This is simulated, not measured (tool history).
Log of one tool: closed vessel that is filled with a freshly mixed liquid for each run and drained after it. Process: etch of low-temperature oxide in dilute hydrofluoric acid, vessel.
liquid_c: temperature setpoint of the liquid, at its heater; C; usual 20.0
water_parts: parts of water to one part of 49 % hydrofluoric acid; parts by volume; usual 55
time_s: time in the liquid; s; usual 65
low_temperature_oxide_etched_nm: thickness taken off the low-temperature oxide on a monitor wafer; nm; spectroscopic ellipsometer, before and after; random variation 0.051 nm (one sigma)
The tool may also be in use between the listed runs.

run     day  liquid_c  water_parts  time_s  read-back film thickness of the low-temperature oxide reference wafer, read on the same gauge (nm)  low_temperature_oxide_etched_nm
  1   0.000      17.5           35      65                                                                                              102.68                            17.58
  2   8.817      17.5           35      65                                                                                              102.95                            17.43
  3  11.321      20.0           55      65                                                                                              103.05                            12.06
  4  15.604      18.5           55      65                                                                                              103.13                            11.44
  5  18.033      18.5           55      65                                                                                              103.19                            11.40
  6  21.525      20.0           55      65                                                                                              103.26                            12.23
  7  23.075      20.0           55      65                                                                                              103.26                            12.22
     25.546  -- hydrofluoric acid flow meter replaced
  8  26.675      20.0           40      65                                                                                              103.33                            17.18
     27.325  -- thermometer replaced
  9  29.833      20.0           40      65                                                                                              103.35                            17.12
 10  32.883      20.0           40      65                                                                                              103.39                            17.07
 11  36.258      20.0           35      65                                                                                              103.41                            19.67
 12  37.783      20.0           65      65                                                                                              103.44                            10.16
 13  40.454      23.5           45      30                                                                                              103.48                             8.05
 14  42.654      20.0           55      65                                                                                              103.48                            12.17
     43.688  -- gauge calibrated
 15  46.458      22.0           70      85                                                                                              101.16                            13.10
 16  48.200      17.5           35      65                                                                                              101.43                            17.34
 17  50.233      18.0           80      30                                                                                              101.72                             3.41
 18  52.454      23.0           70      65                                                                                              101.97                            10.51
 19  55.825      17.0           40      65                                                                                              102.37                            14.94
 20  57.333      23.5           55      65                                                                                              102.50                            14.01
 21  60.562      22.0           55      80                                                                                              102.80                            16.20
 22  64.512      22.0           55      35                                                                                              103.16                             7.10

Some steps in low_temperature_oxide_etched_nm between neighbouring runs. How much of each would the tool show without its hidden state too (settings, what came in, random variation), and how much is left for the hidden state, with any gauge scatter that isn't in both results?
The hidden state here: liquid colder than its thermometer reads (K); hydrofluoric acid flow below the setpoint (%); gauge reads high (%).
Run 11 -> 12: water_parts 35 -> 65. low_temperature_oxide_etched_nm -9.51 nm: hidden state -0.32, all else -9.19.
Run 14 -> 15: liquid_c 20.0 -> 22.0, water_parts 55 -> 70, time_s 65 -> 85, gauge calibrated. low_temperature_oxide_etched_nm +0.93 nm: hidden state -0.26, all else +1.19.
Run 16 -> 17: liquid_c 17.5 -> 18.0, water_parts 35 -> 80, time_s 65 -> 30. low_temperature_oxide_etched_nm -13.93 nm: hidden state -0.19, all else -13.74.

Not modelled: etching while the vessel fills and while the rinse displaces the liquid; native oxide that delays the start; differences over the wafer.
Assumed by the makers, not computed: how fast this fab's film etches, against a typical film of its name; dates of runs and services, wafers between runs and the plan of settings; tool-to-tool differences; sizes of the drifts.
